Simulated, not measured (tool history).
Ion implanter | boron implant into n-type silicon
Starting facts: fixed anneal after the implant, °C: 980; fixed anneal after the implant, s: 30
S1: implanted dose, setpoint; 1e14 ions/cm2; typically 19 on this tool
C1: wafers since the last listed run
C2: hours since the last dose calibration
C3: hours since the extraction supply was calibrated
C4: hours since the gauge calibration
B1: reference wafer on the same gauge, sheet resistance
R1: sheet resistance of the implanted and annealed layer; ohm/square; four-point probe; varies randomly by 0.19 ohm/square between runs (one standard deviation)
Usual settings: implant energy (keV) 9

Run 1, hour 0: usual settings; C1 0; C2 272.9; C3 4020.3; C4 215.1; B1 123.95. Result: R1 112.48 ohm/square.
Run 2, hour 31.2: usual settings but implant energy (keV) 10.5; C1 1005; C2 304.1; C3 4051.5; C4 246.3; B1 124. Result: R1 105.16 ohm/square.
Run 3, hour 109.1: usual settings; C1 2509; C2 382; C3 4129.4; C4 324.2; B1 124.07. Result: R1 112.68 ohm/square.
Run 4, hour 270.1: usual settings; C1 5186; C2 543; C3 4290.4; C4 485.2; B1 123.93. Result: R1 112.64 ohm/square.
Run 5, hour 322: usual settings; C1 1672; C2 594.9; C3 4342.3; C4 537.1; B1 123.95. Result: R1 112.56 ohm/square.
Run 6, hour 385.6: usual settings; C1 2048; C2 658.5; C3 4405.9; C4 600.7; B1 124.03. Result: R1 112.26 ohm/square.
Run 7, hour 445: usual settings; C1 1913; C2 717.9; C3 4465.3; C4 660.1; B1 123.99. Result: R1 112.44 ohm/square.
Run 8, hour 516: usual settings; C1 2287; C2 788.9; C3 4536.3; C4 731.1; B1 124.06. Result: R1 112.62 ohm/square.
Run 9, hour 579.5: usual settings; C1 2045; C2 852.4; C3 4599.8; C4 794.6; B1 124.04. Result: R1 112.3 ohm/square.
Run 10, hour 620.9: usual settings; C1 1333; C2 893.8; C3 4641.2; C4 836; B1 124.01. Result: R1 112.06 ohm/square.
Run 11, hour 669.7: usual settings; C1 1572; C2 942.6; C3 4690; C4 884.8; B1 123.95. Result: R1 112.73 ohm/square.
At hour 705.2: extraction supply calibrated.
Run 12, hour 735.7: usual settings but implant energy (keV) 8.5; C1 1868; C2 1008.6; C3 30.5; C4 950.8; B1 123.98. Result: R1 114.3 ohm/square.
Run 13, hour 801.7: usual settings but S1 21.57 1e14 ions/cm2, implant energy (keV) 10; C1 2126; C2 1074.6; C3 96.5; C4 1016.8; B1 124.04. Result: R1 103.39 ohm/square.
Run 14, hour 864.5: usual settings but S1 23.99 1e14 ions/cm2, implant energy (keV) 10.5; C1 2023; C2 1137.4; C3 159.3; C4 1079.6; B1 123.97. Result: R1 98.9 ohm/square.
Run 15, hour 895.7: usual settings but S1 13.59 1e14 ions/cm2, implant energy (keV) 7; C1 1005; C2 1168.6; C3 190.5; C4 1110.8; B1 124.13. Result: R1 133.19 ohm/square.
At hour 913.8: extraction supply calibrated, repeated, since the last time left the tool worse.
Run 16, hour 943.6: usual settings but S1 16 1e14 ions/cm2, implant energy (keV) 10; C1 1285; C2 1216.5; C3 29.8; C4 1158.7; B1 123.95. Result: R1 112.78 ohm/square.
Run 17, hour 986.4: usual settings but S1 17.57 1e14 ions/cm2, implant energy (keV) 7.5; C1 1378; C2 1259.3; C3 72.6; C4 1201.5; B1 123.89. Result: R1 126.29 ohm/square.
At hour 1028.4: gauge calibrated.
Run 18, hour 1048.9: usual settings but implant energy (keV) 10; C1 2013; C2 1321.8; C3 135.1; C4 20.5; B1 124.04. Result: R1 108.27 ohm/square.
At hour 1092.1: Faraday cup replaced and dose calibrated.
Run 19, hour 1092.6: usual settings; C1 1150; C2 0.5; C3 178.8; C4 64.2; B1 123.94. Result: R1 113.65 ohm/square.
Run 20, hour 1152.7: usual settings but S1 21.34 1e14 ions/cm2; C1 1936; C2 60.6; C3 238.9; C4 124.3; B1 124.04. Result: R1 112.12 ohm/square.
Run 21, hour 1219.2: usual settings but S1 21.57 1e14 ions/cm2, implant energy (keV) 10; C1 2142; C2 127.1; C3 305.4; C4 190.8; B1 124.04. Result: R1 106.06 ohm/square.
Run 22, hour 1286.3: usual settings but S1 15.97 1e14 ions/cm2; C1 2161; C2 194.2; C3 372.5; C4 257.9; B1 124.01. Result: R1 117.85 ohm/square.
Run 23, hour 1315.3: usual settings but S1 14.61 1e14 ions/cm2, implant energy (keV) 7; C1 934; C2 223.2; C3 401.5; C4 286.9; B1 124.09. Result: R1 134.26 ohm/square.
Run 24, hour 1377.6: usual settings but S1 22.74 1e14 ions/cm2, implant energy (keV) 12; C1 2007; C2 285.5; C3 463.8; C4 349.2; B1 124. Result: R1 95.9 ohm/square.

Measured result minus the same run's result without the hidden state. Both carry the same run-to-run variation, though not necessarily the same gauge scatter:
Hidden state present: deviation of the true dose from the Faraday cup's reading, %; deviation of the true energy from its setpoint, %; gauge reads high (%).
run     R1
  1  -1.16
  2  -1.05
  3  -1.23
  4  -1.33
  5  -1.36
  6  -1.39
  7  -1.44
  8  -1.49
  9  -1.53
 10  -1.55
 11  -1.59
 12  -2.88
 13  -2.75
 14  -2.79
 15   -2.8
 16  +0.07
 17  +0.09
 18  +0.07
 19  +0.08
 20  +0.08
 21  +0.08
 22  +0.06
 23  +0.07
 24  +0.06
